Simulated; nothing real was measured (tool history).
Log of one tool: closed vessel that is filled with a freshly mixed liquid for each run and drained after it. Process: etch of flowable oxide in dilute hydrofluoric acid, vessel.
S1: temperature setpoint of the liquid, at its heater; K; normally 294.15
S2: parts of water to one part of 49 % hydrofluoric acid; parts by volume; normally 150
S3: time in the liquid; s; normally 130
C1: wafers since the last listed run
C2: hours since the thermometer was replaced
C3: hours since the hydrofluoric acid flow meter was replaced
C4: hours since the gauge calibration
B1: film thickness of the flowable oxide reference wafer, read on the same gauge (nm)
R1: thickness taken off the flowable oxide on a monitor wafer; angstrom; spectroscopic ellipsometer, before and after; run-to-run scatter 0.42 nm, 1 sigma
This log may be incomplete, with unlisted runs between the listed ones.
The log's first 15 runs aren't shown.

{"run": 16, "hour": 1023.4, "S1": 295.65, "S2": 110, "S3": 90, "C1": 2865, "C2": 182.9, "C3": 250.3, "C4": 2524, "B1": 91.86, "R1": 413.6}
{"hour": 1058.0, "done": "gauge calibrated"}
{"run": 17, "hour": 1112.1, "S1": 297.65, "S2": 150, "S3": 130, "C1": 9378, "C2": 271.6, "C3": 339, "C4": 54.1, "B1": 100.04, "R1": 492.2}
{"run": 18, "hour": 1176.8, "S1": 297.15, "S2": 205, "S3": 80, "C1": 6841, "C2": 336.3, "C3": 403.7, "C4": 118.8, "B1": 99.76, "R1": 203.3}
{"run": 19, "hour": 1219.4, "S1": 294.15, "S2": 150, "S3": 130, "C1": 4504, "C2": 378.9, "C3": 446.3, "C4": 161.4, "B1": 99.64, "R1": 424.5}
{"run": 20, "hour": 1243.9, "S1": 294.15, "S2": 150, "S3": 130, "C1": 2590, "C2": 403.4, "C3": 470.8, "C4": 185.9, "B1": 99.51, "R1": 435.8}
{"run": 21, "hour": 1289.9, "S1": 294.15, "S2": 150, "S3": 130, "C1": 4863, "C2": 449.4, "C3": 516.8, "C4": 231.9, "B1": 99.39, "R1": 427.9}
{"hour": 1321.0, "done": "hydrofluoric acid flow meter replaced"}
{"run": 22, "hour": 1343.8, "S1": 294.15, "S2": 150, "S3": 180, "C1": 5593, "C2": 503.3, "C3": 22.8, "C4": 285.8, "B1": 99.2, "R1": 582.3}
{"run": 23, "hour": 1397.0, "S1": 294.15, "S2": 150, "S3": 160, "C1": 5625, "C2": 556.5, "C3": 76, "C4": 339, "B1": 99.01, "R1": 523.4}
{"run": 24, "hour": 1431.1, "S1": 294.15, "S2": 150, "S3": 130, "C1": 3605, "C2": 590.6, "C3": 110.1, "C4": 373.1, "B1": 98.88, "R1": 423.1}
{"run": 25, "hour": 1467.8, "S1": 291.65, "S2": 150, "S3": 130, "C1": 3880, "C2": 627.3, "C3": 146.8, "C4": 409.8, "B1": 98.72, "R1": 385.5}
{"run": 26, "hour": 1509.3, "S1": 298.15, "S2": 185, "S3": 130, "C1": 4388, "C2": 668.8, "C3": 188.3, "C4": 451.3, "B1": 98.57, "R1": 377.9}
{"run": 27, "hour": 1543.8, "S1": 294.15, "S2": 150, "S3": 80, "C1": 3647, "C2": 703.3, "C3": 222.8, "C4": 485.8, "B1": 98.46, "R1": 261.7}
{"run": 28, "hour": 1592.1, "S1": 290.15, "S2": 175, "S3": 180, "C1": 5107, "C2": 751.6, "C3": 271.1, "C4": 534.1, "B1": 98.25, "R1": 418.4}
{"run": 29, "hour": 1630.6, "S1": 294.15, "S2": 150, "S3": 180, "C1": 4070, "C2": 790.1, "C3": 309.6, "C4": 572.6, "B1": 98.11, "R1": 587.9}
{"run": 30, "hour": 1677.5, "S1": 290.15, "S2": 110, "S3": 130, "C1": 4959, "C2": 837, "C3": 356.5, "C4": 619.5, "B1": 97.94, "R1": 507.2}
{"run": 31, "hour": 1727.2, "S1": 292.15, "S2": 215, "S3": 200, "C1": 5255, "C2": 886.7, "C3": 406.2, "C4": 669.2, "B1": 97.81, "R1": 392.8}
{"run": 32, "hour": 1909.3, "S1": 296.65, "S2": 170, "S3": 175, "C1": 19254, "C2": 1068.8, "C3": 588.3, "C4": 851.3, "B1": 97.06, "R1": 521.8}

Branching from run 32: 5 alternative next runs. What would each branch give?
{"run": "A", "hour": 1910.0, "S1": 294.15, "S2": 150, "S3": 130, "C1": 74, "C2": 1069.5, "C3": 589, "C4": 852, "B1": "?", "R1": "?"}
{"run": "B", "hour": 1910.0, "S1": 294.15, "S2": 150, "S3": 70, "C1": 74, "C2": 1069.5, "C3": 589, "C4": 852, "B1": "?", "R1": "?"}
{"run": "C", "hour": 1910.0, "S1": 292.65, "S2": 150, "S3": 170, "C1": 74, "C2": 1069.5, "C3": 589, "C4": 852, "B1": "?", "R1": "?"}
{"run": "D", "hour": 1910.0, "S1": 299.15, "S2": 150, "S3": 70, "C1": 74, "C2": 1069.5, "C3": 589, "C4": 852, "B1": "?", "R1": "?"}
{"run": "E", "hour": 1910.0, "S1": 294.15, "S2": 120, "S3": 130, "C1": 74, "C2": 1069.5, "C3": 589, "C4": 852, "B1": "?", "R1": "?"}

run=A B1=97.11 R1=421.5
run=B B1=97.11 R1=227
run=C B1=97.11 R1=519.3
run=D B1=97.11 R1=275
run=E B1=97.11 R1=544.3
With no hidden state in the tool, these same runs would have given:
run=A R1=434.2
run=B R1=233.8
run=C R1=534.9
run=D R1=283.3
run=E R1=560.7

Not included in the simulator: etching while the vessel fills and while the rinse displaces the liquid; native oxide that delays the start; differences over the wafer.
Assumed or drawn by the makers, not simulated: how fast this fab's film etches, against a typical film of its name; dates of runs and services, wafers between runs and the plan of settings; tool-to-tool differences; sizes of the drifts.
